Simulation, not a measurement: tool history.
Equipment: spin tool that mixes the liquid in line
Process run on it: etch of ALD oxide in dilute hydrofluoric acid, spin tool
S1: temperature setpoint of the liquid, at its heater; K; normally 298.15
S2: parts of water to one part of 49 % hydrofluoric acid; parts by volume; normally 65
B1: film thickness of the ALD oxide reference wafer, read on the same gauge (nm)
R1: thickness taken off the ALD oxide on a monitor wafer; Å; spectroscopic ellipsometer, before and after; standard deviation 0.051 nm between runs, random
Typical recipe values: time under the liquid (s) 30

{"run": 1, "hour": 0.0, "S1": 298.15, "S2": 65, "time under the liquid (s)": 30, "B1": 100, "R1": 110.4}
{"run": 2, "hour": 104.0, "S1": 299.65, "S2": 65, "time under the liquid (s)": 30, "B1": 100.04, "R1": 117.1}
{"run": 3, "hour": 209.8, "S1": 299.65, "S2": 65, "time under the liquid (s)": 30, "B1": 100.02, "R1": 117.5}
{"run": 4, "hour": 256.9, "S1": 298.15, "S2": 65, "time under the liquid (s)": 30, "B1": 100.02, "R1": 110.7}
{"hour": 291.1, "done": "thermometer replaced"}
{"run": 5, "hour": 294.6, "S1": 295.65, "S2": 65, "time under the liquid (s)": 30, "B1": 100, "R1": 97.4}
{"run": 6, "hour": 348.3, "S1": 295.65, "S2": 65, "time under the liquid (s)": 30, "B1": 100.03, "R1": 97.8}
{"run": 7, "hour": 429.7, "S1": 298.15, "S2": 75, "time under the liquid (s)": 30, "B1": 99.97, "R1": 92.2}
{"run": 8, "hour": 505.7, "S1": 298.15, "S2": 75, "time under the liquid (s)": 30, "B1": 100.03, "R1": 92.4}
{"run": 9, "hour": 595.5, "S1": 298.15, "S2": 65, "time under the liquid (s)": 35, "B1": 100.01, "R1": 126.2}
{"run": 10, "hour": 662.6, "S1": 298.15, "S2": 65, "time under the liquid (s)": 35, "B1": 99.98, "R1": 127.2}
{"run": 11, "hour": 757.6, "S1": 298.15, "S2": 65, "time under the liquid (s)": 30, "B1": 99.98, "R1": 109.2}
{"run": 12, "hour": 858.6, "S1": 298.15, "S2": 65, "time under the liquid (s)": 30, "B1": 99.98, "R1": 109.5}
{"run": 13, "hour": 944.3, "S1": 300.15, "S2": 65, "time under the liquid (s)": 30, "B1": 100, "R1": 118.7}
{"run": 14, "hour": 1025.7, "S1": 300.15, "S2": 65, "time under the liquid (s)": 30, "B1": 99.96, "R1": 119.4}
{"hour": 1052.1, "done": "hydrofluoric acid flow meter replaced"}
{"run": 15, "hour": 1092.9, "S1": 298.15, "S2": 65, "time under the liquid (s)": 30, "B1": 100.01, "R1": 110.8}
{"run": 16, "hour": 1177.9, "S1": 298.15, "S2": 65, "time under the liquid (s)": 30, "B1": 100.02, "R1": 110.7}
{"run": 17, "hour": 1285.7, "S1": 296.15, "S2": 50, "time under the liquid (s)": 30, "B1": 99.98, "R1": 135.6}
{"hour": 1300.9, "done": "thermometer replaced"}
{"hour": 1375.7, "done": "gauge calibrated"}
{"run": 18, "hour": 1465.3, "S1": 295.15, "S2": 65, "time under the liquid (s)": 30, "B1": 99.99, "R1": 95.4}
{"run": 19, "hour": 1540.1, "S1": 298.15, "S2": 65, "time under the liquid (s)": 30, "B1": 99.98, "R1": 108.2}
{"run": 20, "hour": 1595.5, "S1": 298.15, "S2": 65, "time under the liquid (s)": 15, "B1": 100, "R1": 54.5}
{"run": 21, "hour": 1690.3, "S1": 299.65, "S2": 50, "time under the liquid (s)": 20, "B1": 100.01, "R1": 101.9}
{"run": 22, "hour": 1781.3, "S1": 300.15, "S2": 65, "time under the liquid (s)": 30, "B1": 99.97, "R1": 118}
{"run": 23, "hour": 1886.9, "S1": 295.65, "S2": 65, "time under the liquid (s)": 25, "B1": 100.02, "R1": 82.6}
{"hour": 2148.6, "done": "thermometer replaced"}
{"run": 24, "hour": 2206.7, "S1": 296.15, "S2": 50, "time under the liquid (s)": 30, "B1": 100.01, "R1": 131.7}
{"run": 25, "hour": 2293.3, "S1": 302.15, "S2": 40, "time under the liquid (s)": 20, "B1": 99.99, "R1": 143.1}
{"run": 26, "hour": 2369.5, "S1": 299.65, "S2": 65, "time under the liquid (s)": 15, "B1": 99.97, "R1": 57.7}
{"run": 27, "hour": 2528.8, "S1": 301.65, "S2": 65, "time under the liquid (s)": 35, "B1": 99.98, "R1": 145.7}
{"run": 28, "hour": 2579.9, "S1": 296.65, "S2": 65, "time under the liquid (s)": 25, "B1": 99.97, "R1": 86}
{"run": 29, "hour": 2629.2, "S1": 299.65, "S2": 65, "time under the liquid (s)": 20, "B1": 100, "R1": 77.7}
{"run": 30, "hour": 2741.9, "S1": 298.15, "S2": 65, "time under the liquid (s)": 30, "B1": 100.02, "R1": 110.1}
{"run": 31, "hour": 2806.1, "S1": 296.15, "S2": 80, "time under the liquid (s)": 30, "B1": 100.02, "R1": 80.1}
{"run": 32, "hour": 2895.5, "S1": 300.15, "S2": 75, "time under the liquid (s)": 30, "B1": 100.03, "R1": 102.3}
{"run": 33, "hour": 2954.9, "S1": 302.15, "S2": 50, "time under the liquid (s)": 40, "B1": 100.02, "R1": 230.4}

5 options for the next run, each taken on its own from the tool as it stands now. Forecast them:
{"run": "A", "hour": 2955.3, "S1": 303.15, "S2": 65, "time under the liquid (s)": 30, "B1": "?", "R1": "?"}
{"run": "B", "hour": 2955.3, "S1": 303.15, "S2": 65, "time under the liquid (s)": 40, "B1": "?", "R1": "?"}
{"run": "C", "hour": 2955.3, "S1": 302.15, "S2": 80, "time under the liquid (s)": 40, "B1": "?", "R1": "?"}
{"run": "D", "hour": 2955.3, "S1": 298.15, "S2": 50, "time under the liquid (s)": 40, "B1": "?", "R1": "?"}
{"run": "E", "hour": 2955.3, "S1": 298.15, "S2": 40, "time under the liquid (s)": 30, "B1": "?", "R1": "?"}

run=A B1=100.02 R1=135.2
run=B B1=100.02 R1=180.3
run=C B1=100.02 R1=137.8
run=D B1=100.02 R1=196.5
run=E B1=100.02 R1=186.8
Had the tool no hidden state, the same runs would have come out as:
run=A R1=131.8
run=B R1=175.7
run=C R1=134.4
run=D R1=191.3
run=E R1=181.8
